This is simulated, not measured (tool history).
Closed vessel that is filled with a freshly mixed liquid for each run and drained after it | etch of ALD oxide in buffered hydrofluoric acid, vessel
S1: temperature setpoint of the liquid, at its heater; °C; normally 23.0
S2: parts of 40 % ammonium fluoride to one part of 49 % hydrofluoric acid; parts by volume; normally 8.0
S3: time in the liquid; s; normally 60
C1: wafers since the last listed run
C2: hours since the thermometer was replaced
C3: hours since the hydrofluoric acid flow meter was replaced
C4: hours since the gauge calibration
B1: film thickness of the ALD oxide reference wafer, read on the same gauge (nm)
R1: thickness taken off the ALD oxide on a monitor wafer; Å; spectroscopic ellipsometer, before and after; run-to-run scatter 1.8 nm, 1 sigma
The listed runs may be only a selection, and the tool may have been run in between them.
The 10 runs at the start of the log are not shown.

At hour 223.2: thermometer replaced.
Run 11, hour 245.3: usual settings; C1 1880; C2 22.1; C3 1511.4; C4 703.7; B1 129.97. Result: R1 2410.0 Å.
Run 12, hour 276.3: usual settings; C1 2389; C2 53.1; C3 1542.4; C4 734.7; B1 130.03. Result: R1 2400.5 Å.
Run 13, hour 295.0: usual settings; C1 1441; C2 71.8; C3 1561.1; C4 753.4; B1 130.03. Result: R1 2431.7 Å.
At hour 314.9: gauge calibrated.
Run 14, hour 324.9: usual settings; C1 2304; C2 101.7; C3 1591.0; C4 10.0; B1 130.02. Result: R1 2416.4 Å.
Run 15, hour 359.6: usual settings; C1 2674; C2 136.4; C3 1625.7; C4 44.7; B1 130.00. Result: R1 2421.1 Å.
Run 16, hour 385.5: usual settings; C1 1996; C2 162.3; C3 1651.6; C4 70.6; B1 130.04. Result: R1 2414.8 Å.
Run 17, hour 408.6: usual settings but S2 10.5 parts by volume, S3 80 s; C1 1780; C2 185.4; C3 1674.7; C4 93.7; B1 130.00. Result: R1 2465.3 Å.
Run 18, hour 433.6: usual settings but S1 24.5 °C, S2 7.0 parts by volume; C1 1926; C2 210.4; C3 1699.7; C4 118.7; B1 130.00. Result: R1 2967.3 Å.
Run 19, hour 469.2: usual settings but S2 9.5 parts by volume; C1 2743; C2 246.0; C3 1735.3; C4 154.3; B1 130.01. Result: R1 2021.1 Å.
Run 20, hour 505.0: usual settings but S1 27.5 °C, S2 6.5 parts by volume, S3 45 s; C1 2759; C2 281.8; C3 1771.1; C4 190.1; B1 129.96. Result: R1 2777.9 Å.
Run 21, hour 522.0: usual settings; C1 1310; C2 298.8; C3 1788.1; C4 207.1; B1 130.01. Result: R1 2436.5 Å.
Run 22, hour 544.8: usual settings but S1 26.5 °C, S3 35 s; C1 1757; C2 321.6; C3 1810.9; C4 229.9; B1 130.02. Result: R1 1708.7 Å.
Run 23, hour 651.2: usual settings but S1 21.5 °C, S2 9.5 parts by volume, S3 40 s; C1 8200; C2 428.0; C3 1917.3; C4 336.3; B1 129.98. Result: R1 1259.6 Å.
At hour 657.9: hydrofluoric acid flow meter replaced.
Run 24, hour 672.7: usual settings but S1 19.0 °C, S2 5.5 parts by volume, S3 80 s; C1 1579; C2 449.5; C3 14.8; C4 357.8; B1 130.00. Result: R1 3383.0 Å.
Run 25, hour 688.9: usual settings; C1 1248; C2 465.7; C3 31.0; C4 374.0; B1 129.97. Result: R1 2261.4 Å.
Run 26, hour 715.2: usual settings but S1 19.0 °C, S2 6.0 parts by volume; C1 2026; C2 492.0; C3 57.3; C4 400.3; B1 130.00. Result: R1 2381.3 Å.
Run 27, hour 732.1: usual settings; C1 1302; C2 508.9; C3 74.2; C4 417.2; B1 130.00. Result: R1 2246.2 Å.
Run 28, hour 749.4: usual settings but S2 6.0 parts by volume; C1 1333; C2 526.2; C3 91.5; C4 434.5; B1 130.00. Result: R1 2958.7 Å.
Run 29, hour 770.0: usual settings but S1 20.0 °C, S2 9.0 parts by volume, S3 85 s; C1 1587; C2 546.8; C3 112.1; C4 455.1; B1 130.02. Result: R1 2388.1 Å.
Run 30, hour 795.9: usual settings but S2 10.5 parts by volume; C1 1996; C2 572.7; C3 138.0; C4 481.0; B1 130.01. Result: R1 1757.3 Å.
Run 31, hour 808.9: usual settings but S1 26.0 °C, S2 10.0 parts by volume, S3 80 s; C1 1001; C2 585.7; C3 151.0; C4 494.0; B1 130.00. Result: R1 2892.5 Å.
Run 32, hour 838.5: usual settings; C1 2281; C2 615.3; C3 180.6; C4 523.6; B1 130.01. Result: R1 2285.8 Å.
Run 33, hour 860.8: usual settings but S3 75 s; C1 1718; C2 637.6; C3 202.9; C4 545.9; B1 130.00. Result: R1 2857.6 Å.
Run 34, hour 896.0: usual settings but S1 20.5 °C, S2 10.5 parts by volume, S3 30 s; C1 2712; C2 672.8; C3 238.1; C4 581.1; B1 130.03. Result: R1 774.5 Å.

Consider 4 possible next runs. They are alternatives, not a sequence: every one starts from the tool as it was left by run 34. What does each give?
Run A, hour 896.7: usual settings; C1 53; C2 673.5; C3 238.8; C4 581.8; B1 ?. Result: R1 ?.
Run B, hour 896.7: usual settings but S1 21.0 °C, S2 6.5 parts by volume, S3 80 s; C1 53; C2 673.5; C3 238.8; C4 581.8; B1 ?. Result: R1 ?.
Run C, hour 896.7: usual settings but S1 26.0 °C, S3 35 s; C1 53; C2 673.5; C3 238.8; C4 581.8; B1 ?. Result: R1 ?.
Run D, hour 896.7: usual settings but S1 21.5 °C, S3 80 s; C1 53; C2 673.5; C3 238.8; C4 581.8; B1 ?. Result: R1 ?.

run      B1      R1
  A  130.00  2234.9
  B  130.00  3274.7
  C  130.00  1534.3
  D  130.00  2743.4
Without the tool's unlogged condition, the same runs would have read:
run      R1
  A  2190.5
  B  3222.2
  C  1503.8
  D  2688.9
